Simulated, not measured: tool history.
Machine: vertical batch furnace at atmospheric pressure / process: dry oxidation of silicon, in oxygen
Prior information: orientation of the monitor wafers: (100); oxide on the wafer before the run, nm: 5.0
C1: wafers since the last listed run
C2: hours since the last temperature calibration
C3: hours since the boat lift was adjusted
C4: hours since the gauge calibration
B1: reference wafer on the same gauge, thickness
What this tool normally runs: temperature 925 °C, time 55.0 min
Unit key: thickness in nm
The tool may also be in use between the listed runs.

{"run": 1, "day": 0.0, "temperature": 925, "time": 55.0, "C1": 0, "C2": 2922.6, "C3": 4185.9, "C4": 195.0, "B1": 21.0, "thickness": 27.39}
{"run": 2, "day": 0.65, "temperature": 925, "time": 55.0, "C1": 128, "C2": 2938.2, "C3": 4201.5, "C4": 210.6, "B1": 21.01, "thickness": 27.44}
{"run": 3, "day": 1.433, "temperature": 925, "time": 55.0, "C1": 154, "C2": 2957.0, "C3": 4220.3, "C4": 229.4, "B1": 21.0, "thickness": 27.43}
{"run": 4, "day": 2.029, "temperature": 925, "time": 44.5, "C1": 117, "C2": 2971.3, "C3": 4234.6, "C4": 243.7, "B1": 21.0, "thickness": 24.18}
{"run": 5, "day": 2.754, "temperature": 925, "time": 55.0, "C1": 143, "C2": 2988.7, "C3": 4252.0, "C4": 261.1, "B1": 21.01, "thickness": 27.47}
{"run": 6, "day": 3.346, "temperature": 925, "time": 55.0, "C1": 116, "C2": 3002.9, "C3": 4266.2, "C4": 275.3, "B1": 20.99, "thickness": 27.49}
{"run": 7, "day": 4.012, "temperature": 925, "time": 55.0, "C1": 131, "C2": 3018.9, "C3": 4282.2, "C4": 291.3, "B1": 20.98, "thickness": 27.46}
{"run": 8, "day": 4.529, "temperature": 925, "time": 55.0, "C1": 102, "C2": 3031.3, "C3": 4294.6, "C4": 303.7, "B1": 20.99, "thickness": 27.48}
{"run": 9, "day": 5.162, "temperature": 925, "time": 55.0, "C1": 125, "C2": 3046.5, "C3": 4309.8, "C4": 318.9, "B1": 21.01, "thickness": 27.5}
{"run": 10, "day": 5.683, "temperature": 931, "time": 67.5, "C1": 102, "C2": 3059.0, "C3": 4322.3, "C4": 331.4, "B1": 20.99, "thickness": 32.91}
{"run": 11, "day": 6.442, "temperature": 930, "time": 68.0, "C1": 149, "C2": 3077.2, "C3": 4340.5, "C4": 349.6, "B1": 20.99, "thickness": 32.74}
{"day": 6.775, "done": "gauge calibrated"}
{"run": 12, "day": 7.208, "temperature": 910, "time": 73.0, "C1": 151, "C2": 3095.6, "C3": 4358.9, "C4": 10.4, "B1": 21.0, "thickness": 28.51}

Expected results for the next run?
{"run": 13, "day": 7.754, "temperature": 907, "time": 55.0, "C1": 107, "C2": 3108.7, "C3": 4372.0, "C4": 23.5, "B1": "?", "thickness": "?"}

B1: 21.00
thickness: 23.52 nm
Without the tool's hidden state the same run would have given thickness 22.45 nm.
